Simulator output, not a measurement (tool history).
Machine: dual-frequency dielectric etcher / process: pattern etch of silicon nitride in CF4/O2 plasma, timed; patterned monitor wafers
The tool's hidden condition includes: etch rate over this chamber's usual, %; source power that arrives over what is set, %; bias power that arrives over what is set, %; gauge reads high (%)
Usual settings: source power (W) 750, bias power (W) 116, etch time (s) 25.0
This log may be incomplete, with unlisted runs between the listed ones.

run    hour  source power (W)  bias power (W)  etch time (s)  wafers since the last listed run  hours since the last wet clean  hours since the last source power generator calibration  hours since the last bias power generator calibration  hours since the last upper electrode change  hours since the gauge calibration  read-back reference wafer on the same gauge, depth_nm  mean etch depth across the wafer (Å)
  1     0.0               750             116           25.0                                 0                           348.5                                                   2537.8                                                 2627.5                                       2139.3                              789.8                                                   51.6                                   584
  2    57.1               750             116           25.0                               537                           405.6                                                   2594.9                                                 2684.6                                       2196.4                              846.9                                                   51.6                                   585
  3    89.7               750             116           25.0                               307                           438.2                                                   2627.5                                                 2717.2                                       2229.0                              879.5                                                   51.6                                   583
  4   130.0               750             116           25.0                               379                           478.5                                                   2667.8                                                 2757.5                                       2269.3                              919.8                                                   51.6                                   585
  5   158.5               750              95           25.0                               268                           507.0                                                   2696.3                                                 2786.0                                       2297.8                              948.3                                                   51.6                                   525
      259.5  -- wet clean of the chamber
  6   338.6               750             116           25.0                              1470                            79.1                                                   2876.4                                                 2966.1                                       2477.9                             1128.4                                                   51.6                                   589
  7   399.0               750             116           25.0                               568                           139.5                                                   2936.8                                                 3026.5                                       2538.3                             1188.8                                                   51.6                                   584
  8   453.2               750             116           25.0                               510                           193.7                                                   2991.0                                                 3080.7                                       2592.5                             1243.0                                                   51.6                                   588
  9   508.3               750             116           25.0                               518                           248.8                                                   3046.1                                                 3135.8                                       2647.6                             1298.1                                                   51.6                                   588
 10   579.5               750             116           25.0                               670                           320.0                                                   3117.3                                                 3207.0                                       2718.8                             1369.3                                                   51.6                                   589
 11   649.4               750             116           25.0                               658                           389.9                                                   3187.2                                                 3276.9                                       2788.7                             1439.2                                                   51.6                                   589
 12   717.3               750             116           25.0                               639                           457.8                                                   3255.1                                                 3344.8                                       2856.6                             1507.1                                                   51.6                                   589
 13   768.8               750             116           25.0                               485                           509.3                                                   3306.6                                                 3396.3                                       2908.1                             1558.6                                                   51.6                                   590
 14   795.1               750             116           25.0                               247                           535.6                                                   3332.9                                                 3422.6                                       2934.4                             1584.9                                                   51.6                                   592
      810.7  -- gauge calibrated
 15   823.8               690             127           25.0                               270                           564.3                                                   3361.6                                                 3451.3                                       2963.1                               13.1                                                   51.6                                   567
 16   878.7               610             100           25.0                               517                           619.2                                                   3416.5                                                 3506.2                                       3018.0                               68.0                                                   51.6                                   435
      926.0  -- wet clean of the chamber
      932.3  -- bias power generator calibrated
 17   942.1               840              93           32.0                               333                            16.1                                                   3479.9                                                    9.8                                       3081.4                              131.4                                                   51.6                                   790
 18  1084.5               750             116           25.0                              1341                           158.5                                                   3622.3                                                  152.2                                       3223.8                              273.8                                                   51.6                                   614
     1107.2  -- source power generator calibrated
 19  1116.8               750             116           25.0                               266                           190.8                                                      9.6                                                  184.5                                       3256.1                              306.1                                                   51.6                                   580
 20  1168.5               750             116           18.0                               486                           242.5                                                     61.3                                                  236.2                                       3307.8                              357.8                                                   51.6                                   419
 21  1194.7               930             105           23.0                               246                           268.7                                                     87.5                                                  262.4                                       3334.0                              384.0                                                   51.6                                   630
     1229.1  -- upper electrode replaced
 22  1381.3               750             116           25.0                              1531                           455.3                                                    274.1                                                  449.0                                        152.2                              570.6                                                   51.6                                   577
 23  1431.1               750             116           21.0                               469                           505.1                                                    323.9                                                  498.8                                        202.0                              620.4                                                   51.6                                   483
 24  1462.1               880             116           27.5                               291                           536.1                                                    354.9                                                  529.8                                        233.0                              651.4                                                   51.6                                   749
 25  1529.3               840             116           30.5                               632                           603.3                                                    422.1                                                  597.0                                        300.2                              718.6                                                   51.6                                   791
     1592.5  -- wet clean of the chamber
 26  1593.0               670             133           20.0                               373                             0.5                                                    485.8                                                  660.7                                        363.9                              782.3                                                   51.6                                   439
 27  1644.4               800             107           29.0                               484                            51.9                                                    537.2                                                  712.1                                        415.3                              833.7                                                   51.6                                   683
 28  1704.1               680             116           25.0                               562                           111.6                                                    596.9                                                  771.8                                        475.0                              893.4                                                   51.6                                   518

Below are 3 alternative next runs, each starting from the tool's condition after run 28. Predict each:
  A  1704.5               750              87           25.0                                 3                           112.0                                                    597.3                                                  772.2                                        475.4                              893.8                                                      ?                                     ?
  B  1704.5               920             116           27.5                                 3                           112.0                                                    597.3                                                  772.2                                        475.4                              893.8                                                      ?                                     ?
  C  1704.5               820             125           27.5                                 3                           112.0                                                    597.3                                                  772.2                                        475.4                              893.8                                                      ?                                     ?

run  read-back reference wafer on the same gauge, depth_nm  mean etch depth across the wafer (Å)
  A                                                   51.6                                   491
  B                                                   51.6                                   783
  C                                                   51.6                                   723
The same runs, with their run-to-run variation unchanged, on a tool lacking any hidden condition would have given:
run  mean etch depth across the wafer (Å)
  A                                   494
  B                                   789
  C                                   728

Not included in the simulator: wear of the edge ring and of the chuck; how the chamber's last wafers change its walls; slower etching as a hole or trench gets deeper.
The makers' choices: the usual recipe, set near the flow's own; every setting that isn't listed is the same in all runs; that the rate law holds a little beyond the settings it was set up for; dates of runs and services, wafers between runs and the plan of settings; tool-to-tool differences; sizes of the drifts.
